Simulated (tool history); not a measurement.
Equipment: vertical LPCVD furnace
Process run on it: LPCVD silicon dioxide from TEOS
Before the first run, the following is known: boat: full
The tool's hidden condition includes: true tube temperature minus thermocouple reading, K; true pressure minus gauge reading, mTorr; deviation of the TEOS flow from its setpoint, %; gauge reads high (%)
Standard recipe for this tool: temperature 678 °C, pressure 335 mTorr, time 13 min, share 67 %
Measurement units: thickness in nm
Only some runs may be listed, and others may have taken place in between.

| run | hour | temperature | pressure | time | share | wafers since the last listed run | hours since the last temperature calibration | hours since the pressure gauge was zeroed | hours since the TEOS flow controller was replaced | hours since the gauge calibration | read-back reference wafer on the same gauge, thickness | thickness |
|---|---|---|---|---|---|---|---|---|---|---|---|---|
| 1 | 0 | 673 | 335 | 13 | 67 | 0 | 4289.6 | 985.1 | 2113.9 | 1594 | 60.21 | 56.78 |
| 2 | 38.2 | 673 | 335 | 13 | 67 | 507 | 4327.8 | 1023.3 | 2152.1 | 1632.2 | 60.14 | 56.9 |
| 3 | 99.3 | 678 | 335 | 13 | 67 | 811 | 4388.9 | 1084.4 | 2213.2 | 1693.3 | 60.08 | 65 |
| 4 | 174.2 | 678 | 335 | 13 | 67 | 995 | 4463.8 | 1159.3 | 2288.1 | 1768.2 | 60.23 | 64.89 |
| 5 | 238.6 | 678 | 335 | 13 | 67 | 855 | 4528.2 | 1223.7 | 2352.5 | 1832.6 | 60.22 | 64.61 |
| 6 | 332 | 678 | 335 | 13 | 67 | 1241 | 4621.6 | 1317.1 | 2445.9 | 1926 | 60.34 | 64.77 |
| 7 | 389.7 | 678 | 335 | 13 | 67 | 766 | 4679.3 | 1374.8 | 2503.6 | 1983.7 | 60.2 | 65.2 |
| 8 | 492.1 | 678 | 335 | 13 | 67 | 1360 | 4781.7 | 1477.2 | 2606 | 2086.1 | 60.21 | 64.68 |
| 9 | 600 | 678 | 335 | 13 | 67 | 1433 | 4889.6 | 1585.1 | 2713.9 | 2194 | 60.24 | 64.53 |
|  | 652.1 | TEOS flow controller replaced |
|  | 688.2 | thermocouples replaced and temperature profile calibrated |
| 10 | 688.7 | 678 | 335 | 13 | 67 | 540 | 0.5 | 1673.8 | 36.6 | 2282.7 | 60.19 | 60.62 |
| 11 | 783.9 | 678 | 355 | 13 | 67 | 1265 | 95.7 | 1769 | 131.8 | 2377.9 | 60.33 | 62.96 |
| 12 | 848.7 | 678 | 355 | 13 | 67 | 861 | 160.5 | 1833.8 | 196.6 | 2442.7 | 60.2 | 62.98 |
| 13 | 903.2 | 678 | 355 | 13 | 67 | 724 | 215 | 1888.3 | 251.1 | 2497.2 | 60.24 | 62.31 |
| 14 | 959.3 | 678 | 335 | 16.5 | 67 | 745 | 271.1 | 1944.4 | 307.2 | 2553.3 | 60.22 | 77.51 |
| 15 | 1041.9 | 678 | 335 | 16.5 | 67 | 1097 | 353.7 | 2027 | 389.8 | 2635.9 | 60.29 | 77.38 |
| 16 | 1119.5 | 678 | 375 | 8.5 | 67 | 1031 | 431.3 | 2104.6 | 467.4 | 2713.5 | 60.34 | 42.55 |
|  | 1301.6 | pressure gauge zeroed |
| 17 | 1312.2 | 678 | 335 | 13 | 67 | 2241 | 624 | 10.6 | 660.1 | 2906.2 | 60.24 | 62.96 |
|  | 1340.7 | gauge calibrated |
| 18 | 1355.3 | 683 | 370 | 15.5 | 61 | 572 | 667.1 | 53.7 | 703.2 | 14.6 | 60.16 | 84.61 |
| 19 | 1392.2 | 668 | 335 | 13 | 67 | 490 | 704 | 90.6 | 740.1 | 51.5 | 60.24 | 49.3 |
| 20 | 1475.1 | 671 | 315 | 13 | 55 | 1101 | 786.9 | 173.5 | 823 | 134.4 | 60.24 | 46.31 |
| 21 | 1540.6 | 690 | 335 | 8.5 | 63 | 870 | 852.4 | 239 | 888.5 | 199.9 | 60.09 | 52.94 |
| 22 | 1634.4 | 678 | 415 | 13 | 67 | 1246 | 946.2 | 332.8 | 982.3 | 293.7 | 60.24 | 70.3 |
| 23 | 1801.3 | 678 | 335 | 13 | 67 | 2217 | 1113.1 | 499.7 | 1149.2 | 460.6 | 60.25 | 62.95 |
| 24 | 1859.6 | 690 | 335 | 8.5 | 63 | 774 | 1171.4 | 558 | 1207.5 | 518.9 | 60.38 | 53.15 |
| 25 | 1951.8 | 678 | 335 | 13 | 67 | 1225 | 1263.6 | 650.2 | 1299.7 | 611.1 | 60.21 | 62.91 |
| 26 | 1992.8 | 678 | 335 | 18 | 67 | 544 | 1304.6 | 691.2 | 1340.7 | 652.1 | 60.22 | 87.21 |
| 27 | 2183 | 672 | 335 | 13 | 67 | 2527 | 1494.8 | 881.4 | 1530.9 | 842.3 | 60.11 | 54.57 |
| 28 | 2284 | 678 | 335 | 13 | 67 | 1342 | 1595.8 | 982.4 | 1631.9 | 943.3 | 60.15 | 63.63 |
| 29 | 2356.4 | 678 | 335 | 13 | 67 | 962 | 1668.2 | 1054.8 | 1704.3 | 1015.7 | 60.23 | 63.09 |
| 30 | 2419.8 | 687 | 410 | 8 | 67 | 842 | 1731.6 | 1118.2 | 1767.7 | 1079.1 | 60.17 | 53.32 |
| 31 | 2502.4 | 678 | 335 | 13 | 67 | 1097 | 1814.2 | 1200.8 | 1850.3 | 1161.7 | 60.24 | 62.9 |

Branching from run 31: 4 alternative next runs. What would each branch give?
| A | 2506.5 | 678 | 335 | 13 | 67 | 54 | 1818.3 | 1204.9 | 1854.4 | 1165.8 | ? | ? |
| B | 2506.5 | 673 | 335 | 10 | 62 | 54 | 1818.3 | 1204.9 | 1854.4 | 1165.8 | ? | ? |
| C | 2506.5 | 667 | 335 | 13 | 67 | 54 | 1818.3 | 1204.9 | 1854.4 | 1165.8 | ? | ? |
| D | 2506.5 | 678 | 335 | 8 | 67 | 54 | 1818.3 | 1204.9 | 1854.4 | 1165.8 | ? | ? |

| run | read-back reference wafer on the same gauge, thickness | thickness |
|---|---|---|
| A | 60.13 | 63.11 |
| B | 60.13 | 41.34 |
| C | 60.13 | 48.18 |
| D | 60.13 | 38.84 |
Had the tool no hidden state, the same runs would have come out as:
| run | thickness |
|---|---|
| A | 61.45 |
| B | 40.23 |
| C | 46.86 |
| D | 37.82 |
